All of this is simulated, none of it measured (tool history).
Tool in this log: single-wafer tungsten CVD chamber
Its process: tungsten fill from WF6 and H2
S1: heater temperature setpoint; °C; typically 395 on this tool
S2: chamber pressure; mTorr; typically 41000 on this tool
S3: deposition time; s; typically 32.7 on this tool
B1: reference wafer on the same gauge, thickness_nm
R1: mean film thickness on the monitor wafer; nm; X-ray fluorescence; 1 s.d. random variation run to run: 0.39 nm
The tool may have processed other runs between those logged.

Run 1, hour 0.0: usual settings but S1 406 °C, S3 34.8 s; B1 79.315. Result: R1 118.242 nm.
At hour 25.4: capacitance manometer re-zeroed and calibrated.
Run 2, hour 37.9: usual settings but S1 406 °C, S3 34.8 s; B1 79.258. Result: R1 122.114 nm.
Run 3, hour 115.8: usual settings; B1 79.312. Result: R1 95.354 nm.
Run 4, hour 196.6: usual settings; B1 79.356. Result: R1 95.592 nm.
Run 5, hour 303.7: usual settings but S2 38200 mTorr; B1 79.337. Result: R1 90.221 nm.
Run 6, hour 405.0: usual settings but S2 38200 mTorr; B1 79.250. Result: R1 89.054 nm.
Run 7, hour 474.3: usual settings; B1 79.303. Result: R1 94.878 nm.
At hour 534.6: gauge calibrated.
Run 8, hour 540.6: usual settings but S1 399 °C, S3 30.2 s; B1 79.296. Result: R1 93.786 nm.
Run 9, hour 603.2: usual settings but S1 399 °C, S3 30.2 s; B1 79.332. Result: R1 93.304 nm.
Run 10, hour 656.6: usual settings but S1 384 °C; B1 79.261. Result: R1 77.907 nm.
Run 11, hour 739.1: usual settings but S2 33300 mTorr; B1 79.268. Result: R1 78.210 nm.
Run 12, hour 805.1: usual settings but S2 33300 mTorr; B1 79.245. Result: R1 78.278 nm.
At hour 889.7: capacitance manometer re-zeroed and calibrated.
Run 13, hour 892.6: usual settings; B1 79.320. Result: R1 91.116 nm.
At hour 931.8: thermocouple changed; heater temperature recalibrated.
Run 14, hour 1153.3: usual settings; B1 79.283. Result: R1 91.359 nm.
Run 15, hour 1232.7: usual settings; B1 79.277. Result: R1 90.988 nm.
Run 16, hour 1287.8: usual settings but S3 31.1 s; B1 79.365. Result: R1 86.146 nm.
Run 17, hour 1357.4: usual settings; B1 79.230. Result: R1 90.913 nm.
Run 18, hour 1421.4: usual settings but S1 390 °C, S2 45700 mTorr; B1 79.301. Result: R1 90.077 nm.
At hour 1501.8: showerhead replaced.
Run 19, hour 1504.7: usual settings but S1 382 °C, S2 51100 mTorr, S3 34.4 s; B1 79.269. Result: R1 89.742 nm.
At hour 1550.7: capacitance manometer re-zeroed and calibrated, repeated, since the last time left the tool worse.
Run 20, hour 1560.9: usual settings; B1 79.208. Result: R1 95.756 nm.
Run 21, hour 1645.8: usual settings but S1 382 °C, S2 37400 mTorr, S3 35.5 s; B1 79.318. Result: R1 77.006 nm.
Run 22, hour 1738.6: usual settings but S1 381 °C, S3 34.8 s; B1 79.305. Result: R1 80.349 nm.
Run 23, hour 1840.0: usual settings; B1 79.391. Result: R1 95.351 nm.
Run 24, hour 1901.2: usual settings but S1 403 °C, S2 35800 mTorr, S3 28.8 s; B1 79.308. Result: R1 85.584 nm.
At hour 1959.9: gauge calibrated.
Run 25, hour 1989.5: usual settings but S1 381 °C; B1 79.301. Result: R1 74.311 nm.
Run 26, hour 2080.9: usual settings but S1 407 °C, S2 50400 mTorr, S3 29.9 s; B1 79.263. Result: R1 120.956 nm.
Run 27, hour 2165.1: usual settings but S3 26.6 s; B1 79.293. Result: R1 77.412 nm.
Run 28, hour 2248.6: usual settings but S1 383 °C; B1 79.328. Result: R1 76.805 nm.
Run 29, hour 2342.0: usual settings but S1 385 °C; B1 79.247. Result: R1 79.774 nm.
Run 30, hour 2432.4: usual settings but S1 408 °C, S2 32500 mTorr, S3 30.9 s; B1 79.373. Result: R1 89.395 nm.
Run 31, hour 2508.0: usual settings but S1 386 °C, S2 35700 mTorr, S3 38.1 s; B1 79.345. Result: R1 82.956 nm.
At hour 2551.1: thermocouple changed; heater temperature recalibrated.
At hour 2566.1: capacitance manometer re-zeroed and calibrated.
Run 32, hour 2603.5: usual settings but S2 31600 mTorr; B1 79.300. Result: R1 76.322 nm.
Run 33, hour 2655.6: usual settings but S1 408 °C; B1 79.318. Result: R1 116.412 nm.

Below, some changes in R1 between adjacent runs. For each, the amount present without the hidden state too (settings, incoming material, random variation) and the amount remaining for the hidden state with gauge scatter not shared by both compared results:
Hidden conditions of the tool in this case: wafer temperature above the value expected at the setpoint (K); true pressure above the setpoint (%); gauge reads high (%).
Run 1 -> 2: capacitance manometer re-zeroed and calibrated. R1 +3.872 nm: hidden state +2.240, all else +1.632.
Run 12 -> 13: S2 33300 -> 41000, capacitance manometer re-zeroed and calibrated. R1 +12.838 nm: hidden state -2.807, all else +15.645.
Run 19 -> 20: S1 382 -> 395, S2 51100 -> 41000, S3 34.4 -> 32.7, capacitance manometer re-zeroed and calibrated, repeated, since the last time left the tool worse. R1 +6.014 nm: hidden state +5.006, all else +1.008.
Run 25 -> 26: S1 381 -> 407, S2 41000 -> 50400, S3 32.7 -> 29.9. R1 +46.645 nm: hidden state -0.334, all else +46.979.
Run 26 -> 27: S1 407 -> 395, S2 50400 -> 41000, S3 29.9 -> 26.6. R1 -43.544 nm: hidden state -0.036, all else -43.508.
Run 32 -> 33: S1 395 -> 408, S2 31600 -> 41000. R1 +40.090 nm: hidden state +0.017, all else +40.073.
